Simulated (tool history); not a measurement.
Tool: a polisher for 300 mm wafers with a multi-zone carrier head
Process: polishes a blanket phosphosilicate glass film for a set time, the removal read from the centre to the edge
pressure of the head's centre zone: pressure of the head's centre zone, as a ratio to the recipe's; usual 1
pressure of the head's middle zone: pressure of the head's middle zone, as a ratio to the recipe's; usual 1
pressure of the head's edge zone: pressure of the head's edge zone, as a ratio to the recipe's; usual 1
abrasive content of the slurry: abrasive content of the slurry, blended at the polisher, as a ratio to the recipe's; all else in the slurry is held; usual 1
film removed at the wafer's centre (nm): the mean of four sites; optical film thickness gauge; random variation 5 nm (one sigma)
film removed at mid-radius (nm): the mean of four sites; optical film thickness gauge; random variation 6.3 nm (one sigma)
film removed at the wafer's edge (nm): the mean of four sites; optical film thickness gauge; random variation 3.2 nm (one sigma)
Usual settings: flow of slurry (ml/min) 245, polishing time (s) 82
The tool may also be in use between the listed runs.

run	hour	flow of slurry (ml/min)	pressure of the head's centre zone	pressure of the head's middle zone	pressure of the head's edge zone	abrasive content of the slurry	polishing time (s)	incoming thickness of the incoming film, nm	film removed at the wafer's centre (nm)	film removed at mid-radius (nm)	film removed at the wafer's edge (nm)
1	0	245	1	0.91	1.04	1	95	3802.2	526.8	477.3	552.9
2	25	245	1.09	1	1.1	1	82	3865.2	493.4	441.4	494.8
3	49.3	245	1	0.96	1	1	82	3855	455	434.3	470
# hour 68.3: worn pad replaced by a new one
4	70.2	245	1	0.94	0.92	1	91	3882.4	519	475.9	502.4
5	102.4	245	1	1	1	1	82	3859.2	446.7	447.7	469.6
6	130.9	245	1.11	1	1	1	82	3864.6	499.6	451.3	471.3
# hour 138.2: centre zone pressure recalibrated
# hour 143.7: slurry nozzle cleaned
7	147.3	245	0.94	1.09	1	1	57	3848.8	315.5	357.8	342.2
# hour 158.5: carrier head's membrane replaced by a new one, of another model than before
8	163.9	245	0.95	1	1	1	82	3865.9	463.1	469.6	490.8
# hour 176.1: edge zone pressure recalibrated
9	195.5	245	1.05	1.04	1	0.75	82	3756.9	450.9	426.9	439.2
10	219.1	290	1	1	1	1	82	3850	493.4	486	497.6
11	245	245	1	1	1.09	1	82	3855.1	477.2	457.6	501
12	269.7	245	1	1	1	1	82	3816.3	474	463.6	484.2
13	315.8	245	1	1	1	1	82	3833.4	467.9	456.5	476.7
# hour 324.6: worn pad replaced by a new one
14	343.9	245	1	1	0.93	1	82	3904.8	474.2	451.9	473.3
15	375.4	245	1	1	1	1	82	3772.5	462.8	445.9	476.7
16	403.5	245	1.11	1	1	1	100	3832.2	612.6	552.3	584.5
17	493.1	245	1	1	1	1	82	3865.6	462.1	445.9	470.7
18	519.2	245	1	1	1.1	0.8	82	3846.9	427.2	406	451.6
19	532.8	245	1	0.94	1	1	109	3870.4	620.5	576.1	626.6
# hour 557.7: worn pad replaced by a new one
20	559.6	245	1	1	1	1	69	3797.4	389.7	366	403.6

Forecast each of these 5 alternatives for the next run:
A	560	245	1	1	1	1	82	3867.2	?	?	?
B	560	275	1	1.1	1	0.75	62	3867.2	?	?	?
C	560	245	0.92	1	1	1	82	3867.2	?	?	?
D	560	265	1.08	1	0.96	1	62	3867.2	?	?	?
E	560	245	0.94	1	1	1	82	3867.2	?	?	?

run	film removed at the wafer's centre (nm)	film removed at mid-radius (nm)	film removed at the wafer's edge (nm)
A	464.9	442.1	471.6
B	323.7	323.5	325.4
C	435	442.3	471.6
D	380.1	338.9	355.1
E	442.5	442.2	471.6
Without the tool's hidden state the same runs would have given:
run	film removed at the wafer's centre (nm)	film removed at mid-radius (nm)	film removed at the wafer's edge (nm)
A	494.5	467.1	491.2
B	341.8	339.6	337.4
C	462.7	467.3	491.2
D	402.2	356.5	368.7
E	470.6	467.2	491.2
